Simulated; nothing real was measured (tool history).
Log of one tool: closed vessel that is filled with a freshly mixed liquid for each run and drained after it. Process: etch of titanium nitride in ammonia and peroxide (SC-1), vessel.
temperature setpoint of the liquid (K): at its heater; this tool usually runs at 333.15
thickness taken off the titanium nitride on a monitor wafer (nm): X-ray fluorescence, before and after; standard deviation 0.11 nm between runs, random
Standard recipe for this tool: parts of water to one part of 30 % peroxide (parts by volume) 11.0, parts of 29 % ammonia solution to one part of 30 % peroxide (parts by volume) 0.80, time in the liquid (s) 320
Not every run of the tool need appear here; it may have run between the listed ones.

run,hour,temperature setpoint of the liquid (K),parts of water to one part of 30 % peroxide (parts by volume),parts of 29 % ammonia solution to one part of 30 % peroxide (parts by volume),time in the liquid (s),wafers since the last listed run,hours since the thermometer was replaced,hours since the ammonia flow meter was replaced,hours since the drum of ammonia solution was connected,hours since the gauge calibration,"read-back film thickness of the titanium nitride reference wafer, read on the same gauge (nm)",thickness taken off the titanium nitride on a monitor wafer (nm)
1,0.0,333.15,11.0,0.80,320,0,48.1,2322.1,57.2,1170.7,90.01,30.79
2,49.7,333.15,11.0,0.80,320,3249,97.8,2371.8,106.9,1220.4,90.01,30.83
# hour 53.9: ammonia flow meter replaced
3,154.0,333.15,11.0,0.80,320,6754,202.1,100.1,211.2,1324.7,89.99,31.25
4,218.3,333.15,11.0,0.80,190,4204,266.4,164.4,275.5,1389.0,89.97,18.55
5,253.4,333.15,11.0,0.80,320,2295,301.5,199.5,310.6,1424.1,89.99,31.35
6,293.5,333.15,11.0,0.70,320,2622,341.6,239.6,350.7,1464.2,90.03,30.63
7,340.2,333.15,15.5,0.90,320,3053,388.3,286.3,397.4,1510.9,89.98,26.49
8,393.2,333.15,11.0,0.80,320,3465,441.3,339.3,450.4,1563.9,90.00,31.05
9,465.1,333.15,13.5,0.80,135,4701,513.2,411.2,522.3,1635.8,90.00,11.74
10,495.7,333.15,11.0,0.80,445,2000,543.8,441.8,552.9,1666.4,89.99,42.94
11,538.4,337.65,16.0,1.00,320,2792,586.5,484.5,595.6,1709.1,90.00,35.31
# hour 552.4: gauge calibrated
12,577.2,333.15,11.0,0.60,490,2537,625.3,523.3,634.4,24.8,90.03,45.12
13,615.3,333.15,13.0,0.80,165,2491,663.4,561.4,672.5,62.9,90.01,14.54
14,654.4,333.15,11.0,0.60,395,2556,702.5,600.5,711.6,102.0,89.98,36.34
# hour 719.1: new drum of ammonia solution connected
15,723.8,333.15,11.0,0.80,320,4472,771.9,669.9,4.7,171.4,90.02,31.38
16,767.8,340.15,14.0,0.45,455,2877,815.9,713.9,48.7,215.4,90.00,55.17
17,794.4,333.15,11.0,0.80,320,1739,842.5,740.5,75.3,242.0,90.00,31.32
18,850.3,327.65,7.0,0.50,495,3655,898.4,796.4,131.2,297.9,90.01,38.79
19,884.8,333.15,11.0,0.80,260,2255,932.9,830.9,165.7,332.4,90.01,25.33
20,968.8,333.15,11.0,0.80,205,5492,1016.9,914.9,249.7,416.4,90.03,19.88
21,1037.2,330.15,14.5,1.10,190,4472,1085.3,983.3,318.1,484.8,89.99,13.81
22,1099.2,333.15,13.5,0.80,320,4054,1147.3,1045.3,380.1,546.8,89.99,27.67
23,1131.0,333.15,14.5,0.80,400,2079,1179.1,1077.1,411.9,578.6,89.97,33.64
24,1163.8,333.15,15.0,1.15,320,2144,1211.9,1109.9,444.7,611.4,90.01,27.97

What does the tool deliver on the next run?
25,1210.3,341.65,11.0,1.10,320,3040,1258.4,1156.4,491.2,657.9,?,?

Run 25 measured read-back film thickness of the titanium nitride reference wafer, read on the same gauge (nm) 90.00, thickness taken off the titanium nitride on a monitor wafer (nm) 56.23.
Had the tool carried no hidden state, the very same run would have given thickness taken off the titanium nitride on a monitor wafer (nm) 57.40.
